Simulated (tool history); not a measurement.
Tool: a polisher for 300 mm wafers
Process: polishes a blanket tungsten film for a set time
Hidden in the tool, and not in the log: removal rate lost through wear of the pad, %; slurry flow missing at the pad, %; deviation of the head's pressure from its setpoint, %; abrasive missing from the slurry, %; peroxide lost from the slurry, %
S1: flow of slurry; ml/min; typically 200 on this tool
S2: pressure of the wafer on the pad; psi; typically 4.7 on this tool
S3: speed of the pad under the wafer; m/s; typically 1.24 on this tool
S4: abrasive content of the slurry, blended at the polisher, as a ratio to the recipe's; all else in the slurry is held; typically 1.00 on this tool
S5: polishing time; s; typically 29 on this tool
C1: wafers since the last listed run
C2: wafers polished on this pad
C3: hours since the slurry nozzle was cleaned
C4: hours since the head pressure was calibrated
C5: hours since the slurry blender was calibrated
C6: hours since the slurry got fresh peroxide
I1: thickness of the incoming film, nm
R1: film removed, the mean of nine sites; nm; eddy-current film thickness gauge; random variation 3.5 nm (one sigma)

run     day   S1   S2    S3    S4  S5   C1    C2     C3     C4     C5     C6     I1     R1
  1   0.000  200  4.7  1.24  1.00  29    0  1253   85.4   69.6   34.9   82.6  603.3  245.8
  2   0.350  200  4.7  1.24  1.00  29  129  1383   93.8   78.0   43.3   91.0  602.9  241.3
  3   0.804  200  4.7  1.24  0.80  20  168  1551  104.7   88.9   54.2  101.9  593.6  157.1
  4   1.308  200  6.0  1.24  1.00  23  186  1738  116.8  101.0   66.3  114.0  600.9  233.7
  5   1.638  200  4.7  1.24  1.00  29  122  1860  124.7  108.9   74.2  121.9  609.8  235.7
      1.738  -- slurry tank refilled with fresh slurry and peroxide
      1.879  -- worn pad replaced by a new one
  6   2.362  200  4.7  1.24  1.00  29  200   178  142.1  126.3   91.6   15.0  604.9  233.2
  7   2.617  200  4.7  1.24  1.00  29   94   272  148.2  132.4   97.7   21.1  596.7  223.5
  8   3.025  200  4.7  1.24  1.00  29  151   424  158.0  142.2  107.5   30.9  603.1  230.9
  9   3.712  165  5.3  1.38  1.15  29  254   679  174.5  158.7  124.0   47.4  605.6  279.6
 10   4.442  200  5.4  1.24  1.00  29  270   949  192.0  176.2  141.5   64.9  607.5  240.3
      4.725  -- slurry blender recalibrated
 11   4.821  140  4.7  1.36  1.00  22  109  1059  201.1  185.3    2.3   74.0  593.9  194.2
 12   5.400  200  4.0  1.24  1.00  21  214  1273  215.0  199.2   16.2   87.9  603.6  149.5
 13   7.633  200  4.7  1.24  1.00  29  828  2101  268.6  252.8   69.8  141.5  604.1  234.5
      7.846  -- worn pad replaced by a new one
      7.900  -- slurry tank refilled with fresh slurry and peroxide
 14   8.342  200  4.7  1.24  1.00  29  185   168  285.6  269.8   86.8   10.6  607.5  227.3
 15   8.821  200  4.7  1.24  1.00  29  177   346  297.1  281.3   98.3   22.1  593.4  228.6
 16   9.408  200  3.6  1.24  1.00  29  217   564  311.2  295.4  112.4   36.2  599.8  185.3
 17   9.817  200  4.7  1.24  1.00  29  151   715  321.0  305.2  122.2   46.0  593.2  222.5
     10.267  -- slurry blender recalibrated
 18  10.892  230  4.2  1.44  0.90  29  367  1083  346.8  331.0   15.0   71.8  602.8  249.2
 19  11.196  200  4.7  1.24  1.00  29  112  1196  354.1  338.3   22.3   79.1  603.5  242.8
 20  11.554  200  4.7  1.54  1.25  35  132  1328  362.7  346.9   30.9   87.7  594.8  380.4
 21  12.188  220  4.7  0.96  1.00  21  234  1563  377.9  362.1   46.1  102.9  602.4  133.7
     12.625  -- slurry tank refilled with fresh slurry and peroxide
 22  12.771  200  4.7  1.24  1.00  29  200  1764  391.9  376.1   60.1    3.5  590.1  235.8
 23  13.108  160  3.7  0.96  1.00  29  125  1889  400.0  384.2   68.2   11.6  608.8  152.8
 24  13.450  200  4.7  1.24  1.00  29  126  2016  408.2  392.4   76.4   19.8  605.3  240.4

Run 25 comes next. What will it give?
     13.979  -- worn pad replaced by a new one
 25  14.200  235  6.0  1.24  1.00  29  216  81  426.2  410.4  94.4  37.8  610.4   ?

Run 25 measured R1 289.9 nm.
The same run, on a tool lacking any hidden state, would have yielded R1 302.5 nm.
